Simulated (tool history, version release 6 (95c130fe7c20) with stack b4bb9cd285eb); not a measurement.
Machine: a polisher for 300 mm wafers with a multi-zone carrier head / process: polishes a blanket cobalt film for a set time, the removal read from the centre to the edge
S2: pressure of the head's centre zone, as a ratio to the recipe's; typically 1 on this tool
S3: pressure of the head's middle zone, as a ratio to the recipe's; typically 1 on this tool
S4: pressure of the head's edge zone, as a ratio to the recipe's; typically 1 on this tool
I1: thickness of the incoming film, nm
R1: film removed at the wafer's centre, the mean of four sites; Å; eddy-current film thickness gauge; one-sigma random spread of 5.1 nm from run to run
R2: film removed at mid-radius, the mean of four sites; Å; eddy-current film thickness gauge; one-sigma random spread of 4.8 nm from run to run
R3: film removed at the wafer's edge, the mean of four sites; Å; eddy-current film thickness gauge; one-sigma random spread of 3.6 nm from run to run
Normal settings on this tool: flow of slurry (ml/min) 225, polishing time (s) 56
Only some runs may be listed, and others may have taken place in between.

run 1 hour=0 | flow_of_slurry_(ml/min)=260 S2=1 S3=1 S4=1 polishing_time_(s)=56 | I1=1015.5 | R1=4349 R2=4241 R3=4292
run 2 hour=26.3 | flow_of_slurry_(ml/min)=260 S2=1 S3=1 S4=1 polishing_time_(s)=56 | I1=1007.3 | R1=4271 R2=4283 R3=4247
run 3 hour=60.8 | flow_of_slurry_(ml/min)=260 S2=1 S3=1 S4=1 polishing_time_(s)=56 | I1=1009.4 | R1=4319 R2=4101 R3=4157
-- hour=70.5 worn pad replaced by a new one
run 4 hour=88.9 | flow_of_slurry_(ml/min)=225 S2=1.05 S3=1 S4=1 polishing_time_(s)=56 | I1=1024.1 | R1=4638 R2=4253 R3=4208
run 5 hour=123.8 | flow_of_slurry_(ml/min)=225 S2=1.03 S3=1 S4=1.09 polishing_time_(s)=56 | I1=1027.5 | R1=4531 R2=4231 R3=4452
run 6 hour=139.5 | flow_of_slurry_(ml/min)=225 S2=1.03 S3=1 S4=1.09 polishing_time_(s)=56 | I1=1024.9 | R1=4556 R2=4142 R3=4399
-- hour=216.3 worn pad replaced by a new one
run 7 hour=240.1 | flow_of_slurry_(ml/min)=225 S2=1.03 S3=1 S4=1.09 polishing_time_(s)=56 | I1=1017 | R1=4735 R2=4132 R3=4450
-- hour=271.6 centre zone pressure recalibrated
run 8 hour=343.3 | flow_of_slurry_(ml/min)=225 S2=1 S3=1 S4=1 polishing_time_(s)=56 | I1=1002.2 | R1=3964 R2=3923 R3=4043
-- hour=361.3 worn pad replaced by a new one
run 9 hour=372.3 | flow_of_slurry_(ml/min)=225 S2=1 S3=1 S4=1 polishing_time_(s)=56 | I1=1025.8 | R1=4345 R2=4190 R3=4283
-- hour=389.4 edge zone pressure recalibrated
run 10 hour=401.5 | flow_of_slurry_(ml/min)=240 S2=1.05 S3=1 S4=1 polishing_time_(s)=56 | I1=1020.8 | R1=4547 R2=4197 R3=4261
run 11 hour=432.2 | flow_of_slurry_(ml/min)=275 S2=1 S3=1.1 S4=0.91 polishing_time_(s)=67 | I1=1010.9 | R1=5205 R2=5448 R3=4959
-- hour=439.9 slurry nozzle cleaned
run 12 hour=455 | flow_of_slurry_(ml/min)=180 S2=1 S3=1 S4=1 polishing_time_(s)=56 | I1=1018.3 | R1=4127 R2=3970 R3=4029
-- hour=469.8 carrier head's membrane replaced by a new one
run 13 hour=480.2 | flow_of_slurry_(ml/min)=225 S2=1 S3=1 S4=1 polishing_time_(s)=56 | I1=1029 | R1=4231 R2=4061 R3=4114
run 14 hour=499.5 | flow_of_slurry_(ml/min)=225 S2=1 S3=0.96 S4=1.11 polishing_time_(s)=56 | I1=1005.9 | R1=4140 R2=3850 R3=4291
-- hour=510.3 worn pad replaced by a new one
run 15 hour=515.2 | flow_of_slurry_(ml/min)=225 S2=1 S3=1 S4=1 polishing_time_(s)=56 | I1=1014.3 | R1=4466 R2=4225 R3=4281
run 16 hour=544.3 | flow_of_slurry_(ml/min)=225 S2=1 S3=0.94 S4=1.05 polishing_time_(s)=71 | I1=1019.9 | R1=5747 R2=5033 R3=5542
run 17 hour=560.8 | flow_of_slurry_(ml/min)=225 S2=1.1 S3=1.08 S4=1 polishing_time_(s)=56 | I1=1020.9 | R1=5000 R2=4397 R3=4278
run 18 hour=581.3 | flow_of_slurry_(ml/min)=155 S2=1 S3=1 S4=1 polishing_time_(s)=56 | I1=1004.1 | R1=4136 R2=3892 R3=4014
run 19 hour=635.9 | flow_of_slurry_(ml/min)=225 S2=1 S3=1 S4=0.96 polishing_time_(s)=71 | I1=1005.3 | R1=5584 R2=5160 R3=5100
-- hour=651.7 centre zone pressure recalibrated
-- hour=653.3 worn pad replaced by a new one
run 20 hour=667.2 | flow_of_slurry_(ml/min)=225 S2=1 S3=1 S4=1 polishing_time_(s)=56 | I1=1022.5 | R1=4345 R2=4308 R3=4269
run 21 hour=686.4 | flow_of_slurry_(ml/min)=165 S2=1.06 S3=0.96 S4=1.06 polishing_time_(s)=56 | I1=1012.1 | R1=4257 R2=3847 R3=4249

Forecast each of these 3 alternatives for the next run:
run A hour=686.8 | flow_of_slurry_(ml/min)=225 S2=1 S3=1 S4=1 polishing_time_(s)=56 | I1=1017.8 | R1=? R2=? R3=?
run B hour=686.8 | flow_of_slurry_(ml/min)=265 S2=1 S3=1 S4=0.9 polishing_time_(s)=56 | I1=1017.8 | R1=? R2=? R3=?
run C hour=686.8 | flow_of_slurry_(ml/min)=225 S2=1 S3=1.04 S4=1 polishing_time_(s)=73 | I1=1017.8 | R1=? R2=? R3=?

run=A R1=4339 R2=4277 R3=4267
run=B R1=4441 R2=4369 R3=4125
run=C R1=5657 R2=5764 R3=5559
With no hidden state in the tool, these same runs would have given:
run=A R1=4329 R2=4294 R3=4284
run=B R1=4431 R2=4386 R3=4142
run=C R1=5645 R2=5787 R3=5581
